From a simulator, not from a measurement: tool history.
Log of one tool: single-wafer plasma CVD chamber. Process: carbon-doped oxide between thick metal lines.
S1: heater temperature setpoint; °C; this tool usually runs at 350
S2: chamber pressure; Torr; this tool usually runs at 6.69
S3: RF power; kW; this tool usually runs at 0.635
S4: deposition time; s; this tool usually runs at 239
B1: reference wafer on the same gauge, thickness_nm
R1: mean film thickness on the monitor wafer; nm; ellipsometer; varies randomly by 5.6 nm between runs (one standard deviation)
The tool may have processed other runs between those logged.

run   hour   S1    S2     S3   S4        B1        R1
  1    0.0  350  6.69  0.635  239  1530.490  1460.928
  2   24.5  350  6.69  0.635  239  1528.199  1443.472
  3   55.0  350  6.69  0.680  239  1530.522  1502.993
  4   70.4  350  6.69  0.680  239  1530.628  1498.474
  5   86.8  354  6.69  0.635  239  1530.920  1431.297
  6  116.0  354  6.69  0.635  239  1531.096  1441.902
  7  141.1  354  6.69  0.635  239  1528.277  1441.437
     169.3  -- showerhead replaced
  8  169.8  350  6.69  0.635  239  1529.360  1450.782
  9  191.0  350  6.69  0.635  239  1528.591  1451.858
 10  214.1  350  6.69  0.635  239  1532.933  1449.435
 11  231.3  350  6.69  0.635  239  1531.659  1444.490
 12  243.4  350  6.69  0.760  287  1530.737  1896.170
 13  278.8  346  5.04  0.635  239  1530.522  1435.151
 14  308.0  350  6.69  0.635  239  1530.002  1440.709
     322.9  -- capacitance manometer re-zeroed and calibrated
 15  325.9  350  5.50  0.540  262  1527.741  1448.843
     326.9  -- gauge calibrated
     346.0  -- RF generator calibrated
 16  348.6  350  5.98  0.635  239  1531.638  1445.838
 17  383.2  350  6.69  0.635  239  1528.723  1452.041
     421.0  -- thermocouple changed; heater temperature recalibrated
 18  448.1  350  6.69  0.635  239  1529.888  1449.140
 19  470.1  350  8.28  0.675  239  1529.377  1512.875
 20  534.6  350  6.11  0.665  239  1531.392  1473.082

What if the next run were any one of these 4? Each begins from the tool's condition after run 20:
  A  535.1  350  6.69  0.565  239   ?   ?
  B  535.1  339  6.69  0.725  239   ?   ?
  C  535.1  359  5.55  0.670  209   ?   ?
  D  535.1  336  7.64  0.585  204   ?   ?

run        B1        R1
  A  1529.178  1377.495
  B  1529.178  1593.233
  C  1529.178  1254.716
  D  1529.178  1251.991
The same runs, with their run-to-run variation unchanged, on a tool lacking any hidden condition would have given:
run        R1
  A  1377.495
  B  1593.233
  C  1254.716
  D  1251.991

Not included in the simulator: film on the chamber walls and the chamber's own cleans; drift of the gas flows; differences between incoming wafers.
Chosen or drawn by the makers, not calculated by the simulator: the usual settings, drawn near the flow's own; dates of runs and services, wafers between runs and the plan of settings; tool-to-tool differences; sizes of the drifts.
